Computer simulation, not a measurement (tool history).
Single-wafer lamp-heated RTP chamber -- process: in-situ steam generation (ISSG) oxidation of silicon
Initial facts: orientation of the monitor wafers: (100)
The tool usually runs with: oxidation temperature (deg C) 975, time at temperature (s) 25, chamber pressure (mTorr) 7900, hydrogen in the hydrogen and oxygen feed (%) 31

| run | hour | oxidation temperature (deg C) | time at temperature (s) | chamber pressure (mTorr) | hydrogen in the hydrogen and oxygen feed (%) | read-back reference wafer on the same gauge, thickness | oxide thickness on the monitor wafer (Å) |
|---|---|---|---|---|---|---|---|
| 1 | 0 | 969 | 25 | 7900 | 31 | 5.923 | 59.75 |
| 2 | 12.2 | 969 | 25 | 7900 | 31 | 5.935 | 60.36 |
| 3 | 31.2 | 975 | 25 | 7900 | 31 | 5.922 | 62.01 |
| 4 | 65.8 | 975 | 25 | 7900 | 31 | 5.947 | 61.56 |
| 5 | 98.5 | 975 | 25 | 7900 | 31 | 5.939 | 62.23 |
| 6 | 128.8 | 975 | 25 | 7900 | 31 | 5.955 | 62.18 |
| 7 | 144.9 | 960 | 25 | 7900 | 31 | 5.951 | 58 |
| 8 | 177.4 | 975 | 25 | 7900 | 31 | 5.972 | 61.54 |
| 9 | 211.1 | 975 | 25 | 7900 | 31 | 5.96 | 61.82 |
| 10 | 244.9 | 975 | 25 | 7900 | 31 | 5.977 | 62.16 |
| 11 | 339.2 | 975 | 25 | 7900 | 31 | 5.99 | 61.9 |
|  | 366.2 | hydrogen flow controller replaced |
| 12 | 372.8 | 975 | 25 | 7900 | 31 | 5.992 | 62.06 |
|  | 381 | pyrometer window cleaned and pyrometer calibrated |
| 13 | 402.5 | 975 | 25 | 7900 | 31 | 6.005 | 62.25 |
| 14 | 470.5 | 975 | 25 | 7900 | 25 | 6.024 | 59 |
| 15 | 505.5 | 955 | 20 | 8700 | 22 | 6.033 | 48.46 |
| 16 | 535.4 | 975 | 17 | 6900 | 32 | 6.033 | 53.95 |
| 17 | 554.6 | 975 | 16 | 7900 | 31 | 6.034 | 52.1 |
|  | 574.4 | pressure gauge zeroed |
| 18 | 577 | 975 | 35 | 8300 | 31 | 6.038 | 72.38 |
| 19 | 602.8 | 959 | 22 | 8600 | 25 | 6.057 | 52.56 |
| 20 | 622.2 | 975 | 25 | 7900 | 31 | 6.058 | 63.16 |
| 21 | 637.4 | 975 | 25 | 7900 | 31 | 6.052 | 62.31 |
|  | 639.1 | gauge calibrated |
| 22 | 708 | 975 | 28 | 7900 | 31 | 5.891 | 64.17 |
| 23 | 738.4 | 963 | 30 | 8800 | 28 | 5.895 | 61.32 |
| 24 | 761.3 | 985 | 33 | 8900 | 28 | 5.9 | 69.99 |
| 25 | 796.4 | 975 | 25 | 7900 | 31 | 5.902 | 61.6 |
| 26 | 828.9 | 990 | 25 | 8400 | 31 | 5.912 | 64.64 |

Pick out some run-to-run changes in oxide thickness on the monitor wafer (Å). Of each, how much would a tool without hidden state show as well, from the settings, what came in and chance, and how much is left for the hidden state and any gauge scatter not in both results compared?
The tool's hidden condition here consists of: true wafer temperature minus pyrometer reading, K; true pressure minus gauge reading, Torr; deviation of the hydrogen flow from its setpoint, %; gauge reads high (%).
Run 17 -> 18: time at temperature (s) 16 -> 35, chamber pressure (mTorr) 7900 -> 8300, pressure gauge zeroed. oxide thickness on the monitor wafer (Å) +20.28: hidden state +0.63, all else +19.65.
Run 18 -> 19: oxidation temperature (deg C) 975 -> 959, time at temperature (s) 35 -> 22, chamber pressure (mTorr) 8300 -> 8600, hydrogen in the hydrogen and oxygen feed (%) 31 -> 25. oxide thickness on the monitor wafer (Å) -19.82: hidden state -0.52, all else -19.3.
Run 21 -> 22: time at temperature (s) 25 -> 28, gauge calibrated. oxide thickness on the monitor wafer (Å) +1.86: hidden state -1.68, all else +3.54.
